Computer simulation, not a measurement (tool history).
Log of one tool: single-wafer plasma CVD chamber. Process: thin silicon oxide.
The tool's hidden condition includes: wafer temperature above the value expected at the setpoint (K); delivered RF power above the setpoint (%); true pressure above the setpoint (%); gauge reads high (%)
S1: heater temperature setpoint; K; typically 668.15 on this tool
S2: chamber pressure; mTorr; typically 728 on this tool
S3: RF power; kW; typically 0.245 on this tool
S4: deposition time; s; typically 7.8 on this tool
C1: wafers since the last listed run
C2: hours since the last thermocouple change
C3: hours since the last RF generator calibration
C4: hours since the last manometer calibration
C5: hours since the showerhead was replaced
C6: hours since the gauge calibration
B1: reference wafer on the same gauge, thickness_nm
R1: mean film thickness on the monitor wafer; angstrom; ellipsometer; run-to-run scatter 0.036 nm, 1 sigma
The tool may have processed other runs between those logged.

{"run": 1, "day": 0.0, "S1": 668.15, "S2": 728, "S3": 0.245, "S4": 7.8, "C1": 0, "C2": 842.9, "C3": 1968, "C4": 1995.7, "C5": 4742.7, "C6": 151.5, "B1": 10.001, "R1": 116.21}
{"run": 2, "day": 0.446, "S1": 668.15, "S2": 728, "S3": 0.245, "S4": 7.8, "C1": 527, "C2": 853.6, "C3": 1978.7, "C4": 2006.4, "C5": 4753.4, "C6": 162.2, "B1": 10.003, "R1": 116.57}
{"run": 3, "day": 0.833, "S1": 662.15, "S2": 728, "S3": 0.245, "S4": 6.92, "C1": 458, "C2": 862.9, "C3": 1988, "C4": 2015.7, "C5": 4762.7, "C6": 171.5, "B1": 10, "R1": 104.35}
{"day": 1.404, "done": "thermocouple changed; heater temperature recalibrated"}
{"run": 4, "day": 1.425, "S1": 668.15, "S2": 728, "S3": 0.215, "S4": 7.8, "C1": 305, "C2": 0.5, "C3": 2002.2, "C4": 2029.9, "C5": 4776.9, "C6": 185.7, "B1": 9.998, "R1": 109.18}
{"day": 1.912, "done": "capacitance manometer re-zeroed and calibrated"}
{"run": 5, "day": 1.933, "S1": 668.15, "S2": 728, "S3": 0.215, "S4": 7.8, "C1": 207, "C2": 12.7, "C3": 2014.4, "C4": 0.5, "C5": 4789.1, "C6": 197.9, "B1": 10.006, "R1": 113.99}
{"run": 6, "day": 2.229, "S1": 668.15, "S2": 728, "S3": 0.245, "S4": 7.8, "C1": 350, "C2": 19.8, "C3": 2021.5, "C4": 7.6, "C5": 4796.2, "C6": 205, "B1": 10.004, "R1": 121.81}
{"run": 7, "day": 2.692, "S1": 668.15, "S2": 728, "S3": 0.245, "S4": 7.8, "C1": 547, "C2": 30.9, "C3": 2032.6, "C4": 18.7, "C5": 4807.3, "C6": 216.1, "B1": 10.003, "R1": 121.91}
{"run": 8, "day": 3.3, "S1": 668.15, "S2": 728, "S3": 0.245, "S4": 7.8, "C1": 720, "C2": 45.5, "C3": 2047.2, "C4": 33.3, "C5": 4821.9, "C6": 230.7, "B1": 10.002, "R1": 121.93}
{"run": 9, "day": 3.721, "S1": 668.15, "S2": 728, "S3": 0.275, "S4": 8.14, "C1": 498, "C2": 55.6, "C3": 2057.3, "C4": 43.4, "C5": 4832, "C6": 240.8, "B1": 10.004, "R1": 136.04}
{"run": 10, "day": 4.4, "S1": 668.15, "S2": 728, "S3": 0.275, "S4": 8.14, "C1": 804, "C2": 71.9, "C3": 2073.6, "C4": 59.7, "C5": 4848.3, "C6": 257.1, "B1": 9.996, "R1": 135.54}
{"run": 11, "day": 4.696, "S1": 668.15, "S2": 728, "S3": 0.245, "S4": 7.8, "C1": 350, "C2": 79, "C3": 2080.7, "C4": 66.8, "C5": 4855.4, "C6": 264.2, "B1": 9.999, "R1": 122.54}
{"day": 5.096, "done": "capacitance manometer re-zeroed and calibrated, repeated, since the last time left the tool worse"}
{"day": 5.175, "done": "showerhead replaced"}
{"run": 12, "day": 5.196, "S1": 668.15, "S2": 728, "S3": 0.245, "S4": 7.8, "C1": 103, "C2": 91, "C3": 2092.7, "C4": 2.4, "C5": 0.5, "C6": 276.2, "B1": 9.999, "R1": 111.79}
{"run": 13, "day": 5.562, "S1": 668.15, "S2": 728, "S3": 0.245, "S4": 8.52, "C1": 434, "C2": 99.8, "C3": 2101.5, "C4": 11.2, "C5": 9.3, "C6": 285, "B1": 10.003, "R1": 122.68}
{"run": 14, "day": 5.988, "S1": 663.15, "S2": 903, "S3": 0.245, "S4": 9.22, "C1": 503, "C2": 110, "C3": 2111.7, "C4": 21.4, "C5": 19.5, "C6": 295.2, "B1": 10.002, "R1": 161.14}
{"run": 15, "day": 6.292, "S1": 675.15, "S2": 676, "S3": 0.245, "S4": 9.05, "C1": 360, "C2": 117.3, "C3": 2119, "C4": 28.7, "C5": 26.8, "C6": 302.5, "B1": 9.999, "R1": 120.44}
{"day": 6.388, "done": "gauge calibrated"}
{"run": 16, "day": 6.575, "S1": 668.15, "S2": 728, "S3": 0.245, "S4": 7.8, "C1": 335, "C2": 124.1, "C3": 2125.8, "C4": 35.5, "C5": 33.6, "C6": 4.5, "B1": 9.997, "R1": 111.96}
{"day": 7.033, "done": "RF generator calibrated"}
{"run": 17, "day": 7.188, "S1": 674.15, "S2": 546, "S3": 0.245, "S4": 7.8, "C1": 330, "C2": 138.8, "C3": 3.7, "C4": 50.2, "C5": 48.3, "C6": 19.2, "B1": 10.006, "R1": 82.99}
{"run": 18, "day": 7.479, "S1": 668.15, "S2": 728, "S3": 0.245, "S4": 7.8, "C1": 345, "C2": 145.8, "C3": 10.7, "C4": 57.2, "C5": 55.3, "C6": 26.2, "B1": 9.999, "R1": 112.33}
{"run": 19, "day": 8.208, "S1": 663.15, "S2": 728, "S3": 0.205, "S4": 8.48, "C1": 863, "C2": 163.3, "C3": 28.2, "C4": 74.7, "C5": 72.8, "C6": 43.7, "B1": 10.005, "R1": 111.48}
{"run": 20, "day": 8.479, "S1": 668.15, "S2": 621, "S3": 0.28, "S4": 7.34, "C1": 320, "C2": 169.8, "C3": 34.7, "C4": 81.2, "C5": 79.3, "C6": 50.2, "B1": 10, "R1": 96.71}
{"run": 21, "day": 9.15, "S1": 668.15, "S2": 728, "S3": 0.245, "S4": 7.8, "C1": 794, "C2": 185.9, "C3": 50.8, "C4": 97.3, "C5": 95.4, "C6": 66.3, "B1": 9.999, "R1": 112.8}
{"run": 22, "day": 9.704, "S1": 663.15, "S2": 661, "S3": 0.245, "S4": 7.8, "C1": 656, "C2": 199.2, "C3": 64.1, "C4": 110.6, "C5": 108.7, "C6": 79.6, "B1": 10, "R1": 102.76}
{"run": 23, "day": 10.208, "S1": 672.15, "S2": 794, "S3": 0.265, "S4": 8.37, "C1": 596, "C2": 211.3, "C3": 76.2, "C4": 122.7, "C5": 120.8, "C6": 91.7, "B1": 10.003, "R1": 136.41}
{"run": 24, "day": 10.796, "S1": 662.15, "S2": 728, "S3": 0.27, "S4": 7.8, "C1": 695, "C2": 225.4, "C3": 90.3, "C4": 136.8, "C5": 134.9, "C6": 105.8, "B1": 10.006, "R1": 119.3}
{"run": 25, "day": 11.162, "S1": 668.15, "S2": 905, "S3": 0.245, "S4": 7.8, "C1": 434, "C2": 234.2, "C3": 99.1, "C4": 145.6, "C5": 143.7, "C6": 114.6, "B1": 9.998, "R1": 137.91}
{"run": 26, "day": 11.483, "S1": 675.15, "S2": 678, "S3": 0.21, "S4": 7.8, "C1": 379, "C2": 241.9, "C3": 106.8, "C4": 153.3, "C5": 151.4, "C6": 122.3, "B1": 10.001, "R1": 96.44}
{"run": 27, "day": 12.229, "S1": 668.15, "S2": 728, "S3": 0.245, "S4": 7.8, "C1": 883, "C2": 259.8, "C3": 124.7, "C4": 171.2, "C5": 169.3, "C6": 140.2, "B1": 10.003, "R1": 113.32}
{"run": 28, "day": 12.533, "S1": 668.15, "S2": 621, "S3": 0.28, "S4": 7.34, "C1": 360, "C2": 267.1, "C3": 132, "C4": 178.5, "C5": 176.6, "C6": 147.5, "B1": 9.996, "R1": 96.99}
{"run": 29, "day": 13.208, "S1": 661.15, "S2": 639, "S3": 0.2, "S4": 9.27, "C1": 799, "C2": 283.3, "C3": 148.2, "C4": 194.7, "C5": 192.8, "C6": 163.7, "B1": 10.003, "R1": 105.71}
{"run": 30, "day": 13.812, "S1": 659.15, "S2": 728, "S3": 0.245, "S4": 8.47, "C1": 715, "C2": 297.8, "C3": 162.7, "C4": 209.2, "C5": 207.3, "C6": 178.2, "B1": 10.002, "R1": 125.17}

What if the next run were any one of these 3? Each begins from the tool's condition after run 30:
{"run": "A", "day": 13.829, "S1": 680.15, "S2": 728, "S3": 0.245, "S4": 7.8, "C1": 19, "C2": 298.2, "C3": 163.1, "C4": 209.6, "C5": 207.7, "C6": 178.6, "B1": "?", "R1": "?"}
{"run": "B", "day": 13.829, "S1": 682.15, "S2": 679, "S3": 0.245, "S4": 8.68, "C1": 19, "C2": 298.2, "C3": 163.1, "C4": 209.6, "C5": 207.7, "C6": 178.6, "B1": "?", "R1": "?"}
{"run": "C", "day": 13.829, "S1": 668.15, "S2": 576, "S3": 0.29, "S4": 8.27, "C1": 19, "C2": 298.2, "C3": 163.1, "C4": 209.6, "C5": 207.7, "C6": 178.6, "B1": "?", "R1": "?"}

run=A B1=10.002 R1=112.8
run=B B1=10.002 R1=116.88
run=C B1=10.002 R1=102.99
With no hidden state in the tool, these same runs would have given:
run=A R1=110.92
run=B R1=114.93
run=C R1=101.2

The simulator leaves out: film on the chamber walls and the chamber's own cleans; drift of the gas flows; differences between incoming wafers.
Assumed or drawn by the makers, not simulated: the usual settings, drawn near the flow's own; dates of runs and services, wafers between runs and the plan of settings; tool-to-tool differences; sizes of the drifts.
